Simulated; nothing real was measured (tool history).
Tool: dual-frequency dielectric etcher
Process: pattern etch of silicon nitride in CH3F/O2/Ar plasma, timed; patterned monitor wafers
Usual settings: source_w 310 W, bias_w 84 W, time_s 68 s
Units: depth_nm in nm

run   hour  source_w  bias_w  time_s  wafers since the last listed run  hours since the last wet clean  hours since the last source power generator calibration  hours since the last bias power generator calibration  hours since the last upper electrode change  hours since the gauge calibration  read-back reference wafer on the same gauge, depth_nm  depth_nm
  1      0       310      84      68                                 0                           279.6                                                   3430.1                                                 4617.2                                       4643.3                               86.2                                                  50.89     44.37
  2   12.2       310      84      68                               157                           291.8                                                   3442.3                                                 4629.4                                       4655.5                               98.4                                                  50.92     44.53
  3   30.1       290      84      68                               230                           309.7                                                   3460.2                                                 4647.3                                       4673.4                              116.3                                                  50.82     43.53
  4   40.8       290      84      68                               137                           320.4                                                   3470.9                                                   4658                                       4684.1                                127                                                   50.9     43.73
  5   53.4       310      84      68                               162                             333                                                   3483.5                                                 4670.6                                       4696.7                              139.6                                                  50.84     44.69
  6     67       310      84      68                               175                           346.6                                                   3497.1                                                 4684.2                                       4710.3                              153.2                                                  50.93     44.64
      93.9  -- wet clean of the chamber
  7   94.4       310      84      68                                43                             0.5                                                   3524.5                                                 4711.6                                       4737.7                              180.6                                                   50.9     42.66
  8   94.7       310      84      68                                 3                             0.8                                                   3524.8                                                 4711.9                                         4738                              180.9                                                  50.93     42.33
  9   97.5       310      84      68                                36                             3.6                                                   3527.6                                                 4714.7                                       4740.8                              183.7                                                  50.96     42.54
     125.5  -- bias power generator calibrated
     125.8  -- source power generator calibrated
       133  -- upper electrode replaced
 10  133.5       310      99      76                               315                            39.6                                                      7.7                                                      8                                          0.5                              219.7                                                  50.85     50.65
 11  133.8       310      84      88                                 3                            39.9                                                        8                                                    8.3                                          0.8                                220                                                  50.83     55.26
 12  141.8       390      76      75                               102                            47.9                                                       16                                                   16.3                                          8.8                                228                                                  50.92     48.41
     144.7  -- gauge calibrated
 13  148.6       250      93    53.5                                87                            54.7                                                     22.8                                                   23.1                                         15.6                                3.9                                                  50.88     33.25
 14  165.1       230      84    79.5                               212                            71.2                                                     39.3                                                   39.6                                         32.1                               20.4                                                  50.87     46.84
 15  175.8       310      84      68                               137                            81.9                                                       50                                                   50.3                                         42.8                               31.1                                                  50.92     43.25
 16  188.8       310      95      68                               167                            94.9                                                       63                                                   63.3                                         55.8                               44.1                                                   50.8     44.93
 17  201.2       310      76    50.5                               159                           107.3                                                     75.4                                                   75.7                                         68.2                               56.5                                                   50.9     31.06

4 ways to go on from here, each from the tool as it stands after run 17. What would each give?
  A  201.6       310      69      68                                 5                           107.7                                                     75.8                                                   76.1                                         68.6                               56.9                                                      ?         ?
  B  201.6       260      70      48                                 5                           107.7                                                     75.8                                                   76.1                                         68.6                               56.9                                                      ?         ?
  C  201.6       310      90    56.5                                 5                           107.7                                                     75.8                                                   76.1                                         68.6                               56.9                                                      ?         ?
  D  201.6       260      84      68                                 5                           107.7                                                     75.8                                                   76.1                                         68.6                               56.9                                                      ?         ?

run  read-back reference wafer on the same gauge, depth_nm  depth_nm
  A                                                  50.89     40.41
  B                                                  50.89     27.48
  C                                                  50.89     36.51
  D                                                  50.89     41.22
Without the tool's hidden state the same runs would have given:
run  depth_nm
  A     39.95
  B     27.16
  C     36.09
  D     40.75
